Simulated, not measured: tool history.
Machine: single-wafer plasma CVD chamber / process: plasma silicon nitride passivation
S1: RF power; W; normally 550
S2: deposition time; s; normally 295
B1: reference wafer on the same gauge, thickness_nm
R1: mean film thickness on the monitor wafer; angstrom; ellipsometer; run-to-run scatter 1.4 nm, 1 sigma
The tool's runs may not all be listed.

run 1 hour=0.0 | S1=600 S2=312 | B1=511.883 | R1=5067.12
run 2 hour=22.3 | S1=600 S2=312 | B1=510.991 | R1=5047.13
run 3 hour=55.7 | S1=600 S2=312 | B1=509.892 | R1=5014.23
run 4 hour=68.3 | S1=635 S2=255 | B1=510.387 | R1=4180.80
run 5 hour=89.6 | S1=550 S2=295 | B1=509.706 | R1=4625.94
run 6 hour=119.5 | S1=550 S2=295 | B1=509.398 | R1=4626.25
run 7 hour=133.8 | S1=550 S2=295 | B1=508.945 | R1=4630.91
run 8 hour=161.2 | S1=485 S2=248 | B1=508.259 | R1=3751.72
run 9 hour=185.9 | S1=485 S2=248 | B1=507.686 | R1=3742.53
run 10 hour=203.9 | S1=550 S2=295 | B1=507.703 | R1=4591.15
run 11 hour=222.1 | S1=550 S2=295 | B1=506.930 | R1=4619.71
-- hour=230.8 gauge calibrated
-- hour=234.8 RF generator calibrated
run 12 hour=235.3 | S1=550 S2=252 | B1=513.118 | R1=3976.17
run 13 hour=259.2 | S1=550 S2=295 | B1=512.258 | R1=4667.85
run 14 hour=283.3 | S1=550 S2=295 | B1=512.899 | R1=4670.66
run 15 hour=298.4 | S1=550 S2=295 | B1=512.342 | R1=4653.43
-- hour=312.1 showerhead replaced
run 16 hour=313.9 | S1=455 S2=236 | B1=512.778 | R1=3549.76
run 17 hour=344.5 | S1=550 S2=295 | B1=512.386 | R1=4653.40
run 18 hour=426.4 | S1=455 S2=236 | B1=510.881 | R1=3524.15
run 19 hour=495.7 | S1=550 S2=338 | B1=509.853 | R1=5313.46
run 20 hour=523.6 | S1=580 S2=295 | B1=509.263 | R1=4685.99
run 21 hour=544.9 | S1=470 S2=324 | B1=508.892 | R1=4849.62
run 22 hour=564.1 | S1=550 S2=295 | B1=507.081 | R1=4629.62
run 23 hour=599.1 | S1=550 S2=311 | B1=506.600 | R1=4865.11
-- hour=607.4 gauge calibrated
run 24 hour=631.6 | S1=550 S2=295 | B1=512.539 | R1=4654.98
run 25 hour=648.4 | S1=620 S2=270 | B1=512.556 | R1=4410.64

Predict the results of run 26:
run 26 hour=676.5 | S1=550 S2=314 | B1=? | R1=?

{"run 26": {"B1": 512.694, "R1": 4940.85}}
On a tool with no hidden condition, and with the same random variation, this run would have come out at R1 4936.20 angstrom.
